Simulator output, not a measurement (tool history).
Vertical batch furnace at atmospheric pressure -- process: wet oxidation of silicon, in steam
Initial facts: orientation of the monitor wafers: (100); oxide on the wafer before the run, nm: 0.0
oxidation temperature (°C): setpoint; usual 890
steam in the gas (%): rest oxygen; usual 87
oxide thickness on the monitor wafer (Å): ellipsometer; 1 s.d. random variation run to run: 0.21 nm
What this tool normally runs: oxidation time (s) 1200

| run | hour | oxidation temperature (°C) | oxidation time (s) | steam in the gas (%) | wafers since the last listed run | hours since the last temperature calibration | hours since the steam generator was serviced | hours since the gauge calibration | read-back reference wafer on the same gauge, thickness | oxide thickness on the monitor wafer (Å) |
|---|---|---|---|---|---|---|---|---|---|---|
| 1 | 0 | 896 | 1590 | 87 | 0 | 2425.2 | 1703.5 | 412.1 | 51.42 | 686.4 |
| 2 | 49.3 | 896 | 1590 | 87 | 387 | 2474.5 | 1752.8 | 461.4 | 51.43 | 688.9 |
| 3 | 141.2 | 890 | 1050 | 79 | 722 | 2566.4 | 1844.7 | 553.3 | 51.37 | 384 |
|  | 226.9 | gauge calibrated |
| 4 | 239.4 | 890 | 1050 | 79 | 771 | 2664.6 | 1942.9 | 12.5 | 51.4 | 383.1 |
| 5 | 277.8 | 890 | 1050 | 79 | 301 | 2703 | 1981.3 | 50.9 | 51.41 | 383 |
| 6 | 359 | 890 | 1200 | 91 | 638 | 2784.2 | 2062.5 | 132.1 | 51.4 | 501.3 |
| 7 | 457.3 | 890 | 1200 | 81 | 772 | 2882.5 | 2160.8 | 230.4 | 51.48 | 448.7 |
| 8 | 511.1 | 890 | 1200 | 81 | 422 | 2936.3 | 2214.6 | 284.2 | 51.39 | 450.3 |
| 9 | 559 | 912 | 1500 | 94 | 376 | 2984.2 | 2262.5 | 332.1 | 51.41 | 894 |
|  | 602.2 | steam generator serviced |
| 10 | 662.1 | 878 | 1200 | 83 | 621 | 3087.3 | 59.9 | 435.2 | 51.38 | 381.2 |
|  | 759.4 | gauge calibrated |
|  | 765.5 | thermocouples replaced and temperature profile calibrated |
| 11 | 766 | 890 | 1200 | 82 | 627 | 0.5 | 163.8 | 6.6 | 51.36 | 416.4 |
| 12 | 797.5 | 890 | 750 | 87 | 247 | 32 | 195.3 | 38.1 | 51.42 | 280.2 |
| 13 | 854.8 | 890 | 1770 | 87 | 450 | 89.3 | 252.6 | 95.4 | 51.36 | 644.9 |
| 14 | 924.7 | 905 | 810 | 87 | 549 | 159.2 | 322.5 | 165.3 | 51.36 | 387.7 |
| 15 | 989.8 | 905 | 810 | 87 | 511 | 224.3 | 387.6 | 230.4 | 51.38 | 391.2 |
| 16 | 1074.4 | 906 | 1710 | 82 | 664 | 308.9 | 472.2 | 315 | 51.39 | 762.9 |
| 17 | 1131.1 | 877 | 1200 | 87 | 445 | 365.6 | 528.9 | 371.7 | 51.4 | 363.1 |

What differs in the tool's unlogged condition from the final listed run ahead of each entry between runs to the first listed run following it?
Run 3 -> run 4: gauge calibrated (hour 226.9)
  true tube temperature minus thermocouple reading, K: 4.59 -> 4.75
  measured less the result without the state, oxide thickness on the monitor wafer (Å): +28.4 -> +29.3
Run 9 -> run 10: steam generator serviced (hour 602.2)
  true tube temperature minus thermocouple reading, K: 5.27 -> 5.44
  measured less the result without the state, oxide thickness on the monitor wafer (Å): +60.2 -> +34
Run 10 -> run 11: gauge calibrated (hour 759.4); thermocouples replaced and temperature profile calibrated (hour 765.5)
  true tube temperature minus thermocouple reading, K: 5.44 -> 0.189
  measured less the result without the state, oxide thickness on the monitor wafer (Å): +34 -> +1.3
